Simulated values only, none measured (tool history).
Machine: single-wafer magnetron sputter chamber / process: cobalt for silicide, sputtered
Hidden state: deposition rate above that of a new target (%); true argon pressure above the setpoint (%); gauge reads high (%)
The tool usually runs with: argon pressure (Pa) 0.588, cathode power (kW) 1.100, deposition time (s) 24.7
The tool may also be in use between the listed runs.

run   hour  argon pressure (Pa)  cathode power (kW)  deposition time (s)  wafers since the last listed run  wafers on the sputter target  hours since the last manometer calibration  hours since the magnet pack was replaced  hours since the gauge calibration  read-back reference wafer on the same gauge, thickness_nm  mean film thickness on the monitor wafer (Å)
  1    0.0                0.588               1.100                 24.7                                 0                          1775                                      2177.2                                    6945.4                              165.5                                                     14.802                                        136.13
       4.1  -- gauge calibrated
  2   15.1                0.588               1.100                 24.7                               309                          2085                                      2192.3                                    6960.5                               11.0                                                     14.800                                        135.63
  3   32.2                0.588               1.100                 24.7                               351                          2436                                      2209.4                                    6977.6                               28.1                                                     14.804                                        135.33
  4   43.0                0.588               1.100                 24.7                               221                          2658                                      2220.2                                    6988.4                               38.9                                                     14.807                                        135.47
  5   55.8                0.528               1.100                 24.7                               262                          2921                                      2233.0                                    7001.2                               51.7                                                     14.796                                        138.78
  6   64.6                0.588               1.100                 24.7                               180                          3101                                      2241.8                                    7010.0                               60.5                                                     14.794                                        135.17
  7   75.7                0.588               1.100                 24.7                               227                          3329                                      2252.9                                    7021.1                               71.6                                                     14.797                                        135.00
  8   89.0                0.588               1.100                 24.7                               273                          3602                                      2266.2                                    7034.4                               84.9                                                     14.788                                        134.87
  9   97.7                0.588               1.100                 21.7                               178                          3781                                      2274.9                                    7043.1                               93.6                                                     14.797                                        118.53
 10  109.8                0.588               1.100                 21.7                               248                          4029                                      2287.0                                    7055.2                              105.7                                                     14.804                                        118.19
 11  122.9                0.355               1.300                 21.2                               268                          4298                                      2300.1                                    7068.3                              118.8                                                     14.808                                        139.95
 12  132.8                0.772               1.100                 27.6                               203                          4501                                      2310.0                                    7078.2                              128.7                                                     14.800                                        138.60
     168.3  -- magnet pack replaced
     181.9  -- gauge calibrated
     190.0  -- sputter target and shields replaced
 13  190.5                0.588               1.100                 24.7                               856                            10                                      2367.7                                      22.2                                8.6                                                     14.798                                        135.86
     200.8  -- capacitance manometer re-zeroed and calibrated
 14  201.3                0.588               1.100                 24.7                                57                            68                                         0.5                                      33.0                               19.4                                                     14.799                                        136.10
 15  216.6                0.383               1.200                 22.5                               314                           382                                        15.8                                      48.3                               34.7                                                     14.802                                        142.23
 16  227.8                0.355               1.300                 21.2                               229                           612                                        27.0                                      59.5                               45.9                                                     14.798                                        142.13
 17  242.3                0.742               1.300                 20.6                               297                           909                                        41.5                                      74.0                               60.4                                                     14.790                                        116.68
 18  257.1                0.458               1.200                 27.7                               303                          1213                                        56.3                                      88.8                               75.2                                                     14.801                                        168.97
 19  269.1                0.588               1.100                 24.7                               246                          1459                                        68.3                                     100.8                               87.2                                                     14.806                                        135.99
 20  281.6                0.358               1.100                 22.0                               256                          1716                                        80.8                                     113.3                               99.7                                                     14.800                                        133.73

For each run, what was the tool's unlogged condition?
true argon pressure above the setpoint (%): 0 at every run
gauge reads high (%): 0 at every run
H1: deposition rate above that of a new target (%)
run       H1
  1   -0.397
  2   -0.479
  3   -0.588
  4   -0.665
  5   -0.766
  6   -0.841
  7   -0.941
  8    -1.07
  9    -1.16
 10    -1.29
 11    -1.45
 12    -1.57
 13  -0.0845
 14  -0.0882
 15   -0.105
 16   -0.126
 17   -0.164
 18   -0.215
 19   -0.265
 20   -0.327
